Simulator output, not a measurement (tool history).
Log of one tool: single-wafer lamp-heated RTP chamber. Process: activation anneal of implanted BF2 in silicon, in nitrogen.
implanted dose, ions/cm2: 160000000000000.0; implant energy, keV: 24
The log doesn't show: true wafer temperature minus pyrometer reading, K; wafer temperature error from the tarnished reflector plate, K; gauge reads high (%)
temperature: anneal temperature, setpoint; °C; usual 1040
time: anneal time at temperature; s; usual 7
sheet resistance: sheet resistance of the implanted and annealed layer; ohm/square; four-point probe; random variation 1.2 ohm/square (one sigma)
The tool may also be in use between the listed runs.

run	hour	temperature	time	wafers since the last listed run	wafers since the last pyrometer calibration	wafers since the reflector plate was cleaned	hours since the gauge calibration	read-back reference wafer on the same gauge, sheet resistance	sheet resistance
1	0	1040	7	0	6788	6265	338.2	861.53	793.72
2	63.3	1048	7	1367	8155	7633	401.5	860.31	792.07
# hour 88.7: pyrometer window cleaned and pyrometer calibrated
3	93.8	1040	7	486	110	8119	432	860.65	792.4
4	157.5	1040	7	1376	1487	9495	495.7	859.91	791.74
5	218.7	1040	7	1322	2809	10818	556.9	858.74	790.12
6	267.3	1040	5	1050	3859	11868	605.5	859.09	791.46
7	332.2	1040	5	1402	5262	13270	670.4	857.67	790.89
8	369.5	1040	5	805	6068	14076	707.7	856.97	792.27
# hour 419.3: reflector plate cleaned
9	419.8	1048	10	913	6982	10	758	856.72	785.41
# hour 430.2: pyrometer window cleaned and pyrometer calibrated
# hour 450.3: gauge calibrated
10	461.3	1028	5	723	672	733	11	867.98	801.04
11	494.9	1040	10	726	1398	1459	44.6	867.3	795.95
12	565.8	1040	7	1531	2930	2991	115.5	866.52	795.96
13	617.3	1018	5	1112	4042	4104	167	865.82	801.15
14	644	1040	7	576	4619	4681	193.7	865.71	798.71
15	700.1	1028	7	1212	5832	5893	249.8	865.51	796.22
16	750	1040	6	1078	6910	6972	299.7	863.63	794.23

3 ways to go on from here, each from the tool as it stands after run 16. What would each give?
A	750.4	1053	7	8	6918	6980	300.1	?	?
B	750.4	1049	10	8	6918	6980	300.1	?	?
C	750.4	1040	11	8	6918	6980	300.1	?	?

run	read-back reference wafer on the same gauge, sheet resistance	sheet resistance
A	864.32	795.25
B	864.32	792.67
C	864.32	792.79
Without the tool's hidden state the same runs would have given:
run	sheet resistance
A	797.84
B	795.25
C	795.36

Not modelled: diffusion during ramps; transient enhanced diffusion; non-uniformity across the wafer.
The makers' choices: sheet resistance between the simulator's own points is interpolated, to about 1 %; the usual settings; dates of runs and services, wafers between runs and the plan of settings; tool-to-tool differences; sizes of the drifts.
